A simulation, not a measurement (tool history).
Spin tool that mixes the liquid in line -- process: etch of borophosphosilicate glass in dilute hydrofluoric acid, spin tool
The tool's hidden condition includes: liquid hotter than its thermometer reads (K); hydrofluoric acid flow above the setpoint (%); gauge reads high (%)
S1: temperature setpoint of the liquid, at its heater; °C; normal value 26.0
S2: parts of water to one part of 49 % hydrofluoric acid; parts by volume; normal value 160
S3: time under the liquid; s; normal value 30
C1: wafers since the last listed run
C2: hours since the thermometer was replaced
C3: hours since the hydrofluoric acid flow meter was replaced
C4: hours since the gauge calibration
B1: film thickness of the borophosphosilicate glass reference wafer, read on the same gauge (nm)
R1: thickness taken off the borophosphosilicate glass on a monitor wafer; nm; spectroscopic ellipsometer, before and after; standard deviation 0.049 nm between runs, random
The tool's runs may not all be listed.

{"run": 1, "hour": 0.0, "S1": 26.0, "S2": 140, "S3": 30, "C1": 0, "C2": 1065.2, "C3": 874.7, "C4": 772.8, "B1": 140.0, "R1": 13.58}
{"run": 2, "hour": 33.6, "S1": 26.0, "S2": 140, "S3": 30, "C1": 398, "C2": 1098.8, "C3": 908.3, "C4": 806.4, "B1": 139.99, "R1": 13.51}
{"run": 3, "hour": 74.6, "S1": 26.0, "S2": 160, "S3": 30, "C1": 486, "C2": 1139.8, "C3": 949.3, "C4": 847.4, "B1": 140.0, "R1": 11.67}
{"hour": 77.4, "done": "gauge calibrated"}
{"run": 4, "hour": 158.3, "S1": 26.0, "S2": 160, "S3": 30, "C1": 992, "C2": 1223.5, "C3": 1033.0, "C4": 80.9, "B1": 139.99, "R1": 11.74}
{"run": 5, "hour": 183.0, "S1": 26.0, "S2": 190, "S3": 30, "C1": 292, "C2": 1248.2, "C3": 1057.7, "C4": 105.6, "B1": 139.99, "R1": 9.61}
{"run": 6, "hour": 250.9, "S1": 26.0, "S2": 190, "S3": 30, "C1": 804, "C2": 1316.1, "C3": 1125.6, "C4": 173.5, "B1": 139.99, "R1": 9.55}
{"run": 7, "hour": 312.3, "S1": 26.0, "S2": 160, "S3": 30, "C1": 727, "C2": 1377.5, "C3": 1187.0, "C4": 234.9, "B1": 140.01, "R1": 11.93}
{"hour": 453.9, "done": "hydrofluoric acid flow meter replaced"}
{"hour": 462.1, "done": "thermometer replaced"}
{"run": 8, "hour": 478.2, "S1": 26.0, "S2": 160, "S3": 30, "C1": 1942, "C2": 16.1, "C3": 24.3, "C4": 400.8, "B1": 139.99, "R1": 10.77}
{"run": 9, "hour": 511.2, "S1": 26.0, "S2": 160, "S3": 30, "C1": 391, "C2": 49.1, "C3": 57.3, "C4": 433.8, "B1": 140.03, "R1": 10.87}
{"run": 10, "hour": 540.6, "S1": 26.0, "S2": 160, "S3": 30, "C1": 348, "C2": 78.5, "C3": 86.7, "C4": 463.2, "B1": 140.01, "R1": 10.86}
{"run": 11, "hour": 594.6, "S1": 26.0, "S2": 160, "S3": 30, "C1": 640, "C2": 132.5, "C3": 140.7, "C4": 517.2, "B1": 140.01, "R1": 10.92}
{"run": 12, "hour": 640.3, "S1": 26.0, "S2": 160, "S3": 40, "C1": 541, "C2": 178.2, "C3": 186.4, "C4": 562.9, "B1": 140.01, "R1": 14.47}
{"run": 13, "hour": 681.9, "S1": 26.0, "S2": 160, "S3": 40, "C1": 493, "C2": 219.8, "C3": 228.0, "C4": 604.5, "B1": 139.97, "R1": 14.53}
{"run": 14, "hour": 719.7, "S1": 23.5, "S2": 160, "S3": 35, "C1": 448, "C2": 257.6, "C3": 265.8, "C4": 642.3, "B1": 139.98, "R1": 11.68}
{"run": 15, "hour": 755.3, "S1": 29.0, "S2": 120, "S3": 35, "C1": 422, "C2": 293.2, "C3": 301.4, "C4": 677.9, "B1": 140.0, "R1": 20.17}
{"run": 16, "hour": 794.6, "S1": 31.0, "S2": 140, "S3": 15, "C1": 465, "C2": 332.5, "C3": 340.7, "C4": 717.2, "B1": 139.98, "R1": 7.73}
{"hour": 802.3, "done": "gauge calibrated"}
{"run": 17, "hour": 854.6, "S1": 26.0, "S2": 160, "S3": 30, "C1": 711, "C2": 392.5, "C3": 400.7, "C4": 52.3, "B1": 139.98, "R1": 11.14}
{"run": 18, "hour": 890.8, "S1": 26.0, "S2": 160, "S3": 15, "C1": 429, "C2": 428.7, "C3": 436.9, "C4": 88.5, "B1": 139.99, "R1": 5.55}
{"run": 19, "hour": 935.5, "S1": 26.0, "S2": 125, "S3": 30, "C1": 529, "C2": 473.4, "C3": 481.6, "C4": 133.2, "B1": 140.03, "R1": 14.88}
{"run": 20, "hour": 990.8, "S1": 26.0, "S2": 110, "S3": 30, "C1": 655, "C2": 528.7, "C3": 536.9, "C4": 188.5, "B1": 140.01, "R1": 17.41}
{"run": 21, "hour": 1025.0, "S1": 28.0, "S2": 100, "S3": 15, "C1": 405, "C2": 562.9, "C3": 571.1, "C4": 222.7, "B1": 140.01, "R1": 10.52}
{"run": 22, "hour": 1096.1, "S1": 26.0, "S2": 225, "S3": 50, "C1": 842, "C2": 634.0, "C3": 642.2, "C4": 293.8, "B1": 140.01, "R1": 12.45}
{"run": 23, "hour": 1124.5, "S1": 27.5, "S2": 160, "S3": 15, "C1": 336, "C2": 662.4, "C3": 670.6, "C4": 322.2, "B1": 139.98, "R1": 6.0}
{"run": 24, "hour": 1176.3, "S1": 26.0, "S2": 135, "S3": 30, "C1": 614, "C2": 714.2, "C3": 722.4, "C4": 374.0, "B1": 139.99, "R1": 13.95}
{"run": 25, "hour": 1208.2, "S1": 26.0, "S2": 160, "S3": 30, "C1": 378, "C2": 746.1, "C3": 754.3, "C4": 405.9, "B1": 139.99, "R1": 11.44}
{"run": 26, "hour": 1246.8, "S1": 21.5, "S2": 180, "S3": 20, "C1": 457, "C2": 784.7, "C3": 792.9, "C4": 444.5, "B1": 140.0, "R1": 5.57}
{"run": 27, "hour": 1283.4, "S1": 26.0, "S2": 160, "S3": 15, "C1": 433, "C2": 821.3, "C3": 829.5, "C4": 481.1, "B1": 139.97, "R1": 5.74}
{"run": 28, "hour": 1324.8, "S1": 28.5, "S2": 160, "S3": 30, "C1": 490, "C2": 862.7, "C3": 870.9, "C4": 522.5, "B1": 140.02, "R1": 12.58}

What the log doesn't show, run by run:
gauge reads high (%): 0 across all the runs
H1: liquid hotter than its thermometer reads (K)
H2: hydrofluoric acid flow above the setpoint (%)
run=1 H1=1.07 H2=3.47
run=2 H1=1.1 H2=3.59
run=3 H1=1.14 H2=3.74
run=4 H1=1.22 H2=4.03
run=5 H1=1.25 H2=4.12
run=6 H1=1.31 H2=4.36
run=7 H1=1.37 H2=4.58
run=8 H1=0.0277 H2=0.502
run=9 H1=0.0593 H2=0.619
run=10 H1=0.0875 H2=0.723
run=11 H1=0.139 H2=0.914
run=12 H1=0.183 H2=1.08
run=13 H1=0.223 H2=1.22
run=14 H1=0.259 H2=1.36
run=15 H1=0.293 H2=1.48
run=16 H1=0.331 H2=1.62
run=17 H1=0.389 H2=1.84
run=18 H1=0.423 H2=1.96
run=19 H1=0.466 H2=2.12
run=20 H1=0.519 H2=2.32
run=21 H1=0.552 H2=2.44
run=22 H1=0.62 H2=2.69
run=23 H1=0.648 H2=2.79
run=24 H1=0.697 H2=2.98
run=25 H1=0.728 H2=3.09
run=26 H1=0.765 H2=3.23
run=27 H1=0.8 H2=3.36
run=28 H1=0.84 H2=3.5
